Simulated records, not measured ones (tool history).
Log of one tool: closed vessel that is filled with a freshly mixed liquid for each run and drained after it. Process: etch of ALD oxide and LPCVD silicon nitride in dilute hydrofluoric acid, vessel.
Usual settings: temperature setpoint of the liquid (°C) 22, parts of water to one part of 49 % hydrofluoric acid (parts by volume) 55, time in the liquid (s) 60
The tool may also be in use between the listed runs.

run,hour,temperature setpoint of the liquid (°C),parts of water to one part of 49 % hydrofluoric acid (parts by volume),time in the liquid (s),"read-back film thickness of the ALD oxide reference wafer, read on the same gauge (nm)","read-back film thickness of the LPCVD silicon nitride reference wafer, read on the same gauge (nm)",thickness taken off the ALD oxide on a monitor wafer (angstrom),thickness taken off the LPCVD silicon nitride on a monitor wafer (angstrom)
1,0,25.5,55,60,60,119.96,419.2,4.72
2,33.7,25.5,55,60,60.01,120.023,420.8,4.64
# hour 57.8: hydrofluoric acid flow meter replaced
3,71.7,25.5,55,60,60.01,119.98,418.8,5.12
4,142.9,19.5,55,60,59.96,120.021,324.8,3
5,188.9,19.5,55,60,59.94,120.028,330.3,3.05
6,257.4,22,55,75,60,120,453,3.94
7,340.9,22,55,75,60,119.998,457.6,4.41
8,411.3,22,55,75,59.98,120.04,449.1,4.63
9,461.4,22,55,60,60.02,120.042,360.8,3.73
10,558.8,20.5,55,60,59.98,120.012,341.3,3.12
11,587.7,22,45,90,59.98,120.03,672.3,6.09
12,636.8,25.5,55,75,59.99,120.023,521.8,5.39
# hour 677.8: hydrofluoric acid flow meter replaced
13,688.8,22,55,50,60.01,119.956,301.9,3.02
14,750.9,22,55,60,59.96,119.991,359.3,3.1
15,782.8,22,55,80,60,120.007,488.2,4.4
# hour 817.1: gauge calibrated
16,842.3,26.5,55,80,60.02,120.007,579.5,6.31
17,889.6,24.5,55,60,60,119.973,405.1,4.38
18,954,22,55,50,59.99,119.985,302.4,3.16
# hour 964.9: thermometer replaced
19,996.4,18.5,75,70,59.99,120.014,265.4,2.33
20,1030,20,65,60,59.98,120.019,280.7,2.69
21,1057.7,22,55,90,60.02,120.012,543.3,5.22
22,1122.4,22,70,30,60,119.988,140,1.27
23,1178.5,25.5,55,60,60.03,119.979,418.6,3.98
# hour 1219.7: hydrofluoric acid flow meter replaced
24,1220.2,22,75,80,59.98,120.019,345.6,3.5
25,1287.3,22,70,50,60.01,119.977,231.7,2.35

Forecast each of these 5 alternatives for the next run:
A,1288,22,55,60,?,?,?,?
B,1288,19,35,85,?,?,?,?
C,1288,24,25,75,?,?,?,?
D,1288,26.5,55,60,?,?,?,?
E,1288,26,40,30,?,?,?,?

run,"read-back film thickness of the ALD oxide reference wafer, read on the same gauge (nm)","read-back film thickness of the LPCVD silicon nitride reference wafer, read on the same gauge (nm)",thickness taken off the ALD oxide on a monitor wafer (angstrom),thickness taken off the LPCVD silicon nitride on a monitor wafer (angstrom)
A,60.02,119.995,366.2,3.28
B,60.02,119.995,735.5,5.85
C,60.02,119.995,1138.7,10.1
D,60.02,119.995,440.3,4.43
E,60.02,119.995,302.9,2.93
Without the tool's hidden state the same runs would have given:
run,thickness taken off the ALD oxide on a monitor wafer (angstrom),thickness taken off the LPCVD silicon nitride on a monitor wafer (angstrom)
A,366.2,3.28
B,735.5,5.85
C,1138.7,10.1
D,440.3,4.43
E,302.9,2.93
